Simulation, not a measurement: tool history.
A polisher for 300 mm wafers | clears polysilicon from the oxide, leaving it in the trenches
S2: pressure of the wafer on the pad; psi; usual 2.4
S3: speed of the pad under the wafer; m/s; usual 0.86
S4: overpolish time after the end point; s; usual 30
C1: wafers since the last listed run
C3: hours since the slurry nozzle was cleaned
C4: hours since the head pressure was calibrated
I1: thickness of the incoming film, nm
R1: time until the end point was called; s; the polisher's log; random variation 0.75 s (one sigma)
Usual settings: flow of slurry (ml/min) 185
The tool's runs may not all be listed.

Run 1, hour 0: usual settings; C1 0; wafers polished on this pad 825; C3 303.2; C4 1072.5; I1 752.2. Result: R1 76.4 s.
Run 2, hour 29.2: usual settings but S3 0.94 m/s; C1 230; wafers polished on this pad 1056; C3 332.4; C4 1101.7; I1 743.4. Result: R1 70.1 s.
Run 3, hour 64.4: usual settings but S3 0.94 m/s; C1 277; wafers polished on this pad 1333; C3 367.6; C4 1136.9; I1 743.7. Result: R1 70.3 s.
Run 4, hour 137.4: usual settings but S3 0.94 m/s; C1 575; wafers polished on this pad 1908; C3 440.6; C4 1209.9; I1 743.5. Result: R1 71.9 s.
At hour 160.9: worn pad replaced by a new one.
Run 5, hour 170.3: usual settings; C1 227; wafers polished on this pad 74; C3 473.5; C4 1242.8; I1 761.7. Result: R1 83.2 s.
Run 6, hour 182.6: usual settings; C1 96; wafers polished on this pad 171; C3 485.8; C4 1255.1; I1 743.9. Result: R1 83.4 s.
Run 7, hour 203.3: usual settings; C1 163; wafers polished on this pad 334; C3 506.5; C4 1275.8; I1 737.1. Result: R1 81.5 s.
Run 8, hour 227.7: usual settings; C1 192; wafers polished on this pad 526; C3 530.9; C4 1300.2; I1 733. Result: R1 83.7 s.
At hour 258.9: head pressure recalibrated.
Run 9, hour 259.4: usual settings; C1 234; wafers polished on this pad 761; C3 562.6; C4 0.5; I1 734.8. Result: R1 82.7 s.
Run 10, hour 271.9: usual settings; C1 98; wafers polished on this pad 859; C3 575.1; C4 13; I1 758.8. Result: R1 87.2 s.
Run 11, hour 290.2: usual settings but flow of slurry (ml/min) 170; C1 144; wafers polished on this pad 1003; C3 593.4; C4 31.3; I1 752.4. Result: R1 86.3 s.
Run 12, hour 315.6: usual settings but flow of slurry (ml/min) 150, S4 35 s; C1 200; wafers polished on this pad 1203; C3 618.8; C4 56.7; I1 756.5. Result: R1 90.2 s.
Run 13, hour 331.8: usual settings; C1 127; wafers polished on this pad 1331; C3 635; C4 72.9; I1 760.8. Result: R1 88.3 s.
Run 14, hour 346.1: usual settings but S2 2.2 psi; C1 112; wafers polished on this pad 1444; C3 649.3; C4 87.2; I1 756.8. Result: R1 96.4 s.
Run 15, hour 378.4: usual settings but S3 1.14 m/s; C1 254; wafers polished on this pad 1698; C3 681.6; C4 119.5; I1 750.2. Result: R1 66.6 s.
Run 16, hour 397.4: usual settings but S2 1.7 psi; C1 149; wafers polished on this pad 1848; C3 700.6; C4 138.5; I1 738.8. Result: R1 121.3 s.
At hour 417.2: worn pad replaced by a new one, repeated, since the last time left the tool worse.
Run 17, hour 421: usual settings but flow of slurry (ml/min) 205, S2 2.9 psi; C1 154; wafers polished on this pad 30; C3 724.2; C4 162.1; I1 755.7. Result: R1 59.6 s.
At hour 433: slurry nozzle cleaned.
Run 18, hour 453.3: usual settings but flow of slurry (ml/min) 170, S3 0.62 m/s, S4 44 s; C1 246; wafers polished on this pad 276; C3 20.3; C4 194.4; I1 761.5. Result: R1 105.3 s.
Run 19, hour 482.5: usual settings but flow of slurry (ml/min) 160; C1 230; wafers polished on this pad 507; C3 49.5; C4 223.6; I1 750.1. Result: R1 79.7 s.
Run 20, hour 508.6: usual settings but flow of slurry (ml/min) 210; C1 205; wafers polished on this pad 712; C3 75.6; C4 249.7; I1 750.3. Result: R1 76.9 s.
Run 21, hour 543.9: usual settings; C1 278; wafers polished on this pad 991; C3 110.9; C4 285; I1 753.1. Result: R1 77.6 s.
Run 22, hour 578: usual settings but S3 0.62 m/s, S4 37 s; C1 268; wafers polished on this pad 1259; C3 145; C4 319.1; I1 761.3. Result: R1 107.3 s.
Run 23, hour 672.3: usual settings but flow of slurry (ml/min) 205, S2 2.9 psi, S3 0.6 m/s; C1 743; wafers polished on this pad 2003; C3 239.3; C4 413.4; I1 758.3. Result: R1 91.2 s.
At hour 679: worn pad replaced by a new one.
Run 24, hour 702.2: usual settings; C1 204; wafers polished on this pad 182; C3 269.2; C4 443.3; I1 754.7. Result: R1 75.6 s.
Run 25, hour 722.9: usual settings but flow of slurry (ml/min) 135, S3 0.98 m/s; C1 163; wafers polished on this pad 345; C3 289.9; C4 464; I1 742.3. Result: R1 67.6 s.
Run 26, hour 745.2: usual settings but flow of slurry (ml/min) 240, S4 18 s; C1 175; wafers polished on this pad 521; C3 312.2; C4 486.3; I1 740.2. Result: R1 73.9 s.
Run 27, hour 766: usual settings; C1 163; wafers polished on this pad 685; C3 333; C4 507.1; I1 757.7. Result: R1 77.5 s.
Run 28, hour 798.3: usual settings but flow of slurry (ml/min) 230, S3 0.56 m/s; C1 254; wafers polished on this pad 940; C3 365.3; C4 539.4; I1 750.5. Result: R1 113.4 s.
Run 29, hour 834.1: usual settings but flow of slurry (ml/min) 225, S2 2.9 psi, S3 0.94 m/s, S4 14 s; C1 282; wafers polished on this pad 1222; C3 401.1; C4 575.2; I1 749.3. Result: R1 57.6 s.
Run 30, hour 857.6: usual settings but flow of slurry (ml/min) 155; C1 185; wafers polished on this pad 1407; C3 424.6; C4 598.7; I1 732.7. Result: R1 78.2 s.
Run 31, hour 872: usual settings but flow of slurry (ml/min) 215, S2 3 psi, S3 0.58 m/s, S4 45 s; C1 113; wafers polished on this pad 1521; C3 439; C4 613.1; I1 739.4. Result: R1 87.7 s.
Run 32, hour 897.7: usual settings but flow of slurry (ml/min) 230, S3 0.56 m/s; C1 202; wafers polished on this pad 1723; C3 464.7; C4 638.8; I1 759.2. Result: R1 117.9 s.
Run 33, hour 924.5: usual settings but flow of slurry (ml/min) 135; C1 211; wafers polished on this pad 1935; C3 491.5; C4 665.6; I1 762. Result: R1 82.9 s.
At hour 954.1: worn pad replaced by a new one.
Run 34, hour 956.2: usual settings; C1 218; wafers polished on this pad 16; C3 523.2; C4 697.3; I1 755.3. Result: R1 73.9 s.
Run 35, hour 974.9: usual settings but S2 1.6 psi, S3 0.58 m/s; C1 147; wafers polished on this pad 164; C3 541.9; C4 716; I1 740.6. Result: R1 160.3 s.

4 ways to go on from here, each from the tool as it stands after run 35. What would each give?
Run A, hour 975.4: usual settings; C1 3; wafers polished on this pad 168; C3 542.4; C4 716.5; I1 764. Result: R1 ?.
Run B, hour 975.4: usual settings but flow of slurry (ml/min) 155, S2 2.8 psi, S3 0.62 m/s, S4 25 s; C1 3; wafers polished on this pad 168; C3 542.4; C4 716.5; I1 764. Result: R1 ?.
Run C, hour 975.4: usual settings but flow of slurry (ml/min) 230, S2 2.8 psi, S3 1.14 m/s; C1 3; wafers polished on this pad 168; C3 542.4; C4 716.5; I1 764. Result: R1 ?.
Run D, hour 975.4: usual settings but S2 2.7 psi, S3 1.06 m/s, S4 22 s; C1 3; wafers polished on this pad 168; C3 542.4; C4 716.5; I1 764. Result: R1 ?.

run    R1
  A  75.7
  B  90.6
  C  48.3
  D  55.1
Without the tool's hidden state the same runs would have given:
run    R1
  A  74.3
  B  88.8
  C  47.4
  D    54
